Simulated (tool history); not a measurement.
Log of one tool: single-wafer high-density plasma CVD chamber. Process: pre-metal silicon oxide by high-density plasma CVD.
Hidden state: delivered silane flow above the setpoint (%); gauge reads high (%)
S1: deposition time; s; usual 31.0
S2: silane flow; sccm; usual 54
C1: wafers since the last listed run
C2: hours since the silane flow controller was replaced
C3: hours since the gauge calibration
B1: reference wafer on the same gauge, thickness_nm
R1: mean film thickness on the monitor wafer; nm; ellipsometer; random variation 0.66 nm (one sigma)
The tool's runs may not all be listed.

Run 1, hour 0.0: usual settings; C1 0; C2 1315.3; C3 1518.8; B1 177.859. Result: R1 157.968 nm.
Run 2, hour 73.0: usual settings but S2 47 sccm; C1 2458; C2 1388.3; C3 1591.8; B1 178.084. Result: R1 137.100 nm.
Run 3, hour 163.5: usual settings but S2 47 sccm; C1 3047; C2 1478.8; C3 1682.3; B1 177.806. Result: R1 137.216 nm.
Run 4, hour 271.1: usual settings; C1 3623; C2 1586.4; C3 1789.9; B1 177.958. Result: R1 156.682 nm.
Run 5, hour 329.6: usual settings; C1 1969; C2 1644.9; C3 1848.4; B1 178.144. Result: R1 156.733 nm.
Run 6, hour 434.9: usual settings; C1 3545; C2 1750.2; C3 1953.7; B1 178.097. Result: R1 155.203 nm.
Run 7, hour 478.0: usual settings; C1 1451; C2 1793.3; C3 1996.8; B1 178.002. Result: R1 156.587 nm.
Run 8, hour 581.8: usual settings; C1 3495; C2 1897.1; C3 2100.6; B1 177.938. Result: R1 153.810 nm.
Run 9, hour 643.5: usual settings but S1 26.4 s; C1 2077; C2 1958.8; C3 2162.3; B1 178.103. Result: R1 132.033 nm.
Run 10, hour 741.0: usual settings but S1 26.4 s; C1 3283; C2 2056.3; C3 2259.8; B1 178.103. Result: R1 131.173 nm.
Run 11, hour 840.0: usual settings but S1 28.4 s; C1 3333; C2 2155.3; C3 2358.8; B1 177.992. Result: R1 140.651 nm.
Run 12, hour 933.6: usual settings but S1 28.4 s; C1 3151; C2 2248.9; C3 2452.4; B1 177.955. Result: R1 139.836 nm.
Run 13, hour 1011.1: usual settings but S1 28.4 s; C1 2609; C2 2326.4; C3 2529.9; B1 177.972. Result: R1 140.217 nm.
Run 14, hour 1108.0: usual settings but S1 35.0 s; C1 3262; C2 2423.3; C3 2626.8; B1 178.145. Result: R1 171.829 nm.
At hour 1124.1: silane flow controller replaced.
Run 15, hour 1203.7: usual settings; C1 2953; C2 79.6; C3 2722.5; B1 178.107. Result: R1 157.580 nm.
Run 16, hour 1308.7: usual settings; C1 3535; C2 184.6; C3 2827.5; B1 177.837. Result: R1 159.128 nm.
Run 17, hour 1403.3: usual settings; C1 3185; C2 279.2; C3 2922.1; B1 177.956. Result: R1 159.350 nm.
Run 18, hour 1599.1: usual settings; C1 6593; C2 475.0; C3 3117.9; B1 178.012. Result: R1 158.212 nm.
Run 19, hour 1662.8: usual settings; C1 2144; C2 538.7; C3 3181.6; B1 178.156. Result: R1 158.188 nm.
Run 20, hour 1773.1: usual settings; C1 3714; C2 649.0; C3 3291.9; B1 177.912. Result: R1 157.612 nm.
At hour 1803.8: gauge calibrated.
Run 21, hour 1853.6: usual settings; C1 2710; C2 729.5; C3 49.8; B1 178.038. Result: R1 159.008 nm.
Run 22, hour 2091.8: usual settings but S1 29.4 s, S2 64 sccm; C1 8020; C2 967.7; C3 288.0; B1 178.085. Result: R1 177.869 nm.
Run 23, hour 2199.4: usual settings but S1 26.5 s; C1 3623; C2 1075.3; C3 395.6; B1 178.070. Result: R1 133.782 nm.
Run 24, hour 2273.7: usual settings but S1 28.7 s, S2 62 sccm; C1 2501; C2 1149.6; C3 469.9; B1 178.032. Result: R1 165.706 nm.
Run 25, hour 2352.0: usual settings; C1 2636; C2 1227.9; C3 548.2; B1 177.968. Result: R1 156.394 nm.
Run 26, hour 2459.7: usual settings but S1 25.3 s, S2 51 sccm; C1 3626; C2 1335.6; C3 655.9; B1 177.906. Result: R1 120.888 nm.
Run 27, hour 2501.7: usual settings but S1 25.9 s; C1 1414; C2 1377.6; C3 697.9; B1 178.131. Result: R1 130.917 nm.
Run 28, hour 2571.5: usual settings but S2 60 sccm; C1 2350; C2 1447.4; C3 767.7; B1 178.051. Result: R1 173.202 nm.
Run 29, hour 2672.8: usual settings but S1 25.8 s, S2 62 sccm; C1 3410; C2 1548.7; C3 869.0; B1 178.005. Result: R1 148.294 nm.
Run 30, hour 2772.6: usual settings but S1 34.8 s; C1 3360; C2 1648.5; C3 968.8; B1 177.984. Result: R1 172.329 nm.
Run 31, hour 2832.0: usual settings but S1 33.8 s, S2 58 sccm; C1 2000; C2 1707.9; C3 1028.2; B1 178.132. Result: R1 181.570 nm.
Run 32, hour 2883.3: usual settings but S1 28.0 s, S2 62 sccm; C1 1727; C2 1759.2; C3 1079.5; B1 178.044. Result: R1 160.667 nm.
Run 33, hour 2959.9: usual settings but S1 36.6 s, S2 46 sccm; C1 2579; C2 1835.8; C3 1156.1; B1 178.003. Result: R1 154.012 nm.
Run 34, hour 3028.7: usual settings but S1 36.3 s; C1 2316; C2 1904.6; C3 1224.9; B1 178.065. Result: R1 179.339 nm.
Run 35, hour 3077.6: usual settings but S1 26.1 s, S2 63 sccm; C1 1646; C2 1953.5; C3 1273.8; B1 177.908. Result: R1 150.664 nm.
Run 36, hour 3136.4: usual settings; C1 1979; C2 2012.3; C3 1332.6; B1 177.937. Result: R1 152.608 nm.
Run 37, hour 3238.4: usual settings but S1 37.0 s; C1 3434; C2 2114.3; C3 1434.6; B1 178.027. Result: R1 182.322 nm.
Run 38, hour 3314.6: usual settings but S1 26.6 s, S2 60 sccm; C1 2565; C2 2190.5; C3 1510.8; B1 178.005. Result: R1 143.975 nm.
At hour 3355.8: silane flow controller replaced.
Run 39, hour 3383.3: usual settings but S1 27.4 s, S2 50 sccm; C1 2043; C2 27.5; C3 1579.5; B1 177.900. Result: R1 131.442 nm.
Run 40, hour 3489.2: usual settings; C1 3565; C2 133.4; C3 1685.4; B1 177.888. Result: R1 159.495 nm.
Run 41, hour 3745.4: usual settings but S1 25.2 s, S2 50 sccm; C1 8626; C2 389.6; C3 1941.6; B1 177.993. Result: R1 120.071 nm.

Hidden state at the last listed run before each entry between runs and at the first one after, where it differs:
Between runs 14 and 15: silane flow controller replaced (hour 1124.1)
  delivered silane flow above the setpoint (%): -4.56 -> -0.426
  measured less the result without the state, R1: -8.214 -> -0.674 nm
Between runs 20 and 21: gauge calibrated (hour 1803.8)
  delivered silane flow above the setpoint (%): -0.81 -> -0.912
  measured less the result without the state, R1: -1.286 -> -1.463 nm
Between runs 38 and 39: silane flow controller replaced (hour 3355.8)
  delivered silane flow above the setpoint (%): -4.86 -> 0.574
  measured less the result without the state, R1: -7.349 -> +0.750 nm
